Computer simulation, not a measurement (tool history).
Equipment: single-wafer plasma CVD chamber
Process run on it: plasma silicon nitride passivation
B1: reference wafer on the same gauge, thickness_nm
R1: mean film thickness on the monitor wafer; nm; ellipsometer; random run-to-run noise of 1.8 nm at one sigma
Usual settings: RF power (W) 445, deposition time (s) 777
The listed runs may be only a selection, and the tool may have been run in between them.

{"run": 1, "day": 0.0, "RF power (W)": 445, "deposition time (s)": 777, "B1": 1230.611, "R1": 1153.447}
{"run": 2, "day": 0.592, "RF power (W)": 445, "deposition time (s)": 777, "B1": 1228.636, "R1": 1147.388}
{"run": 3, "day": 0.904, "RF power (W)": 465, "deposition time (s)": 777, "B1": 1230.078, "R1": 1167.662}
{"run": 4, "day": 1.504, "RF power (W)": 465, "deposition time (s)": 777, "B1": 1230.305, "R1": 1166.769}
{"run": 5, "day": 2.246, "RF power (W)": 465, "deposition time (s)": 777, "B1": 1230.082, "R1": 1167.825}
{"run": 6, "day": 2.95, "RF power (W)": 405, "deposition time (s)": 777, "B1": 1230.679, "R1": 1102.541}
{"run": 7, "day": 3.379, "RF power (W)": 445, "deposition time (s)": 744, "B1": 1230.021, "R1": 1098.438}
{"run": 8, "day": 3.975, "RF power (W)": 445, "deposition time (s)": 744, "B1": 1228.864, "R1": 1098.086}
{"run": 9, "day": 4.333, "RF power (W)": 445, "deposition time (s)": 714, "B1": 1230.401, "R1": 1054.382}
{"day": 4.4, "done": "gauge calibrated"}
{"run": 10, "day": 4.7, "RF power (W)": 445, "deposition time (s)": 714, "B1": 1230.632, "R1": 1055.384}
{"run": 11, "day": 5.292, "RF power (W)": 445, "deposition time (s)": 714, "B1": 1229.865, "R1": 1052.999}
{"run": 12, "day": 5.646, "RF power (W)": 445, "deposition time (s)": 879, "B1": 1229.397, "R1": 1294.328}
{"run": 13, "day": 5.925, "RF power (W)": 445, "deposition time (s)": 879, "B1": 1230.071, "R1": 1292.572}
{"day": 6.958, "done": "showerhead replaced"}
{"run": 14, "day": 6.979, "RF power (W)": 445, "deposition time (s)": 879, "B1": 1229.726, "R1": 1293.995}
{"run": 15, "day": 7.05, "RF power (W)": 445, "deposition time (s)": 777, "B1": 1229.738, "R1": 1146.871}
{"run": 16, "day": 7.4, "RF power (W)": 445, "deposition time (s)": 777, "B1": 1230.437, "R1": 1144.075}
{"run": 17, "day": 7.729, "RF power (W)": 445, "deposition time (s)": 820, "B1": 1230.537, "R1": 1207.062}

Run 18 comes next. What will it give?
{"run": 18, "day": 8.004, "RF power (W)": 375, "deposition time (s)": 679, "B1": "?", "R1": "?"}

B1: 1229.766
R1: 931.152 nm
The same run, on a tool lacking any hidden state, would have yielded R1 956.523 nm.
